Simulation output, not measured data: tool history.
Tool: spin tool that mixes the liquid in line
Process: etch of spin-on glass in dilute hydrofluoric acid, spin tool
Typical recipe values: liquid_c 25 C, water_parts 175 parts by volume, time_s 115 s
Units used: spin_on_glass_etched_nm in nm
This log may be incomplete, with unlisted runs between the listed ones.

run,hour,liquid_c,water_parts,time_s,"read-back film thickness of the spin-on glass reference wafer, read on the same gauge (nm)",spin_on_glass_etched_nm
1,0,25,175,115,50.02,12.81
2,7.9,25,175,115,50.05,12.9
3,23.5,25,175,115,50,12.88
4,38.5,25,175,90,50.01,10.04
5,45,25,140,115,49.99,16.59
6,51.3,25,140,115,50.03,16.61
7,68.4,25,175,145,50.01,16.02
# hour 79.3: gauge calibrated
8,80.3,25,175,145,49.99,15.89
9,96.6,25,175,115,49.95,12.77
10,104.6,25,115,115,49.95,20.8
# hour 106.6: thermometer replaced
11,116.6,25,140,115,50,16.38
# hour 123.6: hydrofluoric acid flow meter replaced
12,124.1,25,255,160,49.97,11.26
13,130.9,25,175,115,49.98,12.72
14,140.1,22.5,175,165,50.01,16.67
15,153,21,175,115,49.97,11
16,170,27.5,265,140,50.02,10.32

Exercise: give the hidden state of the tool at every run:
liquid hotter than its thermometer reads (K): 0 on each run
hydrofluoric acid flow above the setpoint (%): 0 on each run
gauge reads high (%): 0 on each run
